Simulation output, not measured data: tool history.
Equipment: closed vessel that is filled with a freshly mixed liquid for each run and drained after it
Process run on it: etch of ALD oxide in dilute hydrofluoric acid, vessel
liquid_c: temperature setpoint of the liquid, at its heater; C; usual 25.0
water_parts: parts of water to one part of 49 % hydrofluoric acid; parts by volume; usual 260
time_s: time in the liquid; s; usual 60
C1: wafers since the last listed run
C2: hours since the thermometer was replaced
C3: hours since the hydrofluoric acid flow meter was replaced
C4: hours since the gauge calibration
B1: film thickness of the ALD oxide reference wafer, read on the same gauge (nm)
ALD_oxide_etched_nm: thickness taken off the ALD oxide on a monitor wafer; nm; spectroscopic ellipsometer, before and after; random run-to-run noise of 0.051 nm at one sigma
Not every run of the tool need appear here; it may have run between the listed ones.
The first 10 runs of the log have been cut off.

Run 11, hour 1094.7: usual settings; C1 6452; C2 770.9; C3 1834.8; C4 555.9; B1 117.02. Result: ALD_oxide_etched_nm 6.02 nm.
Run 12, hour 1145.0: usual settings but liquid_c 29.5 C, water_parts 320 parts by volume; C1 6043; C2 821.2; C3 1885.1; C4 606.2; B1 116.73. Result: ALD_oxide_etched_nm 5.34 nm.
Run 13, hour 1184.2: usual settings but liquid_c 22.0 C, time_s 75 s; C1 4709; C2 860.4; C3 1924.3; C4 645.4; B1 116.58. Result: ALD_oxide_etched_nm 6.82 nm.
Run 14, hour 1288.7: usual settings but liquid_c 26.5 C, water_parts 320 parts by volume, time_s 50 s; C1 12555; C2 964.9; C3 2028.8; C4 749.9; B1 116.14. Result: ALD_oxide_etched_nm 4.02 nm.
Run 15, hour 1431.5: usual settings but liquid_c 26.5 C, water_parts 320 parts by volume, time_s 50 s; C1 17157; C2 1107.7; C3 2171.6; C4 892.7; B1 115.56. Result: ALD_oxide_etched_nm 3.96 nm.
Run 16, hour 1509.4: usual settings but time_s 80 s; C1 9359; C2 1185.6; C3 2249.5; C4 970.6; B1 115.30. Result: ALD_oxide_etched_nm 7.94 nm.
Run 17, hour 1559.6: usual settings; C1 6031; C2 1235.8; C3 2299.7; C4 1020.8; B1 115.05. Result: ALD_oxide_etched_nm 5.94 nm.
At hour 1580.0: thermometer replaced.
Run 18, hour 1662.3: usual settings but liquid_c 21.0 C, water_parts 355 parts by volume; C1 12219; C2 82.3; C3 2402.4; C4 1123.5; B1 114.79. Result: ALD_oxide_etched_nm 3.44 nm.
Run 19, hour 1702.0: usual settings but liquid_c 29.5 C, water_parts 145 parts by volume, time_s 50 s; C1 4769; C2 122.0; C3 2442.1; C4 1163.2; B1 114.60. Result: ALD_oxide_etched_nm 11.68 nm.
At hour 1739.1: hydrofluoric acid flow meter replaced.
Run 20, hour 1762.7: usual settings but liquid_c 22.0 C; C1 7172; C2 182.7; C3 23.6; C4 1223.9; B1 114.47. Result: ALD_oxide_etched_nm 5.29 nm.
Run 21, hour 1848.2: usual settings but water_parts 225 parts by volume; C1 10272; C2 268.2; C3 109.1; C4 1309.4; B1 114.20. Result: ALD_oxide_etched_nm 7.07 nm.
Run 22, hour 1897.2: usual settings but liquid_c 27.0 C, water_parts 185 parts by volume, time_s 30 s; C1 5887; C2 317.2; C3 158.1; C4 1358.4; B1 114.04. Result: ALD_oxide_etched_nm 4.88 nm.
Run 23, hour 1946.5: usual settings but water_parts 170 parts by volume; C1 5923; C2 366.5; C3 207.4; C4 1407.7; B1 113.94. Result: ALD_oxide_etched_nm 9.88 nm.
Run 24, hour 2028.2: usual settings but liquid_c 27.5 C, water_parts 385 parts by volume; C1 9816; C2 448.2; C3 289.1; C4 1489.4; B1 113.75. Result: ALD_oxide_etched_nm 3.81 nm.
Run 25, hour 2074.4: usual settings; C1 5550; C2 494.4; C3 335.3; C4 1535.6; B1 113.65. Result: ALD_oxide_etched_nm 5.92 nm.
Run 26, hour 2157.2: usual settings but liquid_c 26.5 C; C1 9948; C2 577.2; C3 418.1; C4 1618.4; B1 113.44. Result: ALD_oxide_etched_nm 6.14 nm.
Run 27, hour 2216.2: usual settings but water_parts 310 parts by volume, time_s 80 s; C1 7088; C2 636.2; C3 477.1; C4 1677.4; B1 113.31. Result: ALD_oxide_etched_nm 6.32 nm.
Run 28, hour 2290.2: usual settings but water_parts 160 parts by volume; C1 8891; C2 710.2; C3 551.1; C4 1751.4; B1 113.19. Result: ALD_oxide_etched_nm 10.54 nm.
Run 29, hour 2376.3: usual settings but liquid_c 22.0 C, water_parts 185 parts by volume; C1 10344; C2 796.3; C3 637.2; C4 1837.5; B1 112.99. Result: ALD_oxide_etched_nm 7.87 nm.
Run 30, hour 2462.6: usual settings; C1 10368; C2 882.6; C3 723.5; C4 1923.8; B1 112.88. Result: ALD_oxide_etched_nm 5.86 nm.
Run 31, hour 2627.1: usual settings but liquid_c 22.0 C, water_parts 370 parts by volume; C1 19764; C2 1047.1; C3 888.0; C4 2088.3; B1 112.58. Result: ALD_oxide_etched_nm 3.29 nm.
Run 32, hour 2718.6: usual settings but water_parts 385 parts by volume, time_s 75 s; C1 10993; C2 1138.6; C3 979.5; C4 2179.8; B1 112.52. Result: ALD_oxide_etched_nm 4.31 nm.
At hour 2811.5: thermometer replaced.
Run 33, hour 2826.1: usual settings; C1 12795; C2 14.6; C3 1087.0; C4 2287.3; B1 112.29. Result: ALD_oxide_etched_nm 5.66 nm.
Run 34, hour 2875.6: usual settings but liquid_c 30.0 C, water_parts 335 parts by volume, time_s 80 s; C1 5947; C2 64.1; C3 1136.5; C4 2336.8; B1 112.23. Result: ALD_oxide_etched_nm 6.53 nm.
Run 35, hour 2978.0: usual settings but liquid_c 27.5 C, water_parts 300 parts by volume, time_s 85 s; C1 12303; C2 166.5; C3 1238.9; C4 2439.2; B1 112.12. Result: ALD_oxide_etched_nm 7.37 nm.

3 ways to go on from here, each from the tool as it stands after run 35. What would each give?
Run A, hour 2978.7: usual settings but water_parts 220 parts by volume; C1 84; C2 167.2; C3 1239.6; C4 2439.9; B1 ?. Result: ALD_oxide_etched_nm ?.
Run B, hour 2978.7: usual settings but liquid_c 27.0 C, water_parts 140 parts by volume, time_s 95 s; C1 84; C2 167.2; C3 1239.6; C4 2439.9; B1 ?. Result: ALD_oxide_etched_nm ?.
Run C, hour 2978.7: usual settings but liquid_c 28.0 C, water_parts 360 parts by volume; C1 84; C2 167.2; C3 1239.6; C4 2439.9; B1 ?. Result: ALD_oxide_etched_nm ?.

run      B1  ALD_oxide_etched_nm
  A  112.15                 7.00
  B  112.15                20.56
  C  112.15                 4.10
Without the tool's hidden state the same runs would have given:
run  ALD_oxide_etched_nm
  A                 7.49
  B                22.01
  C                 4.39
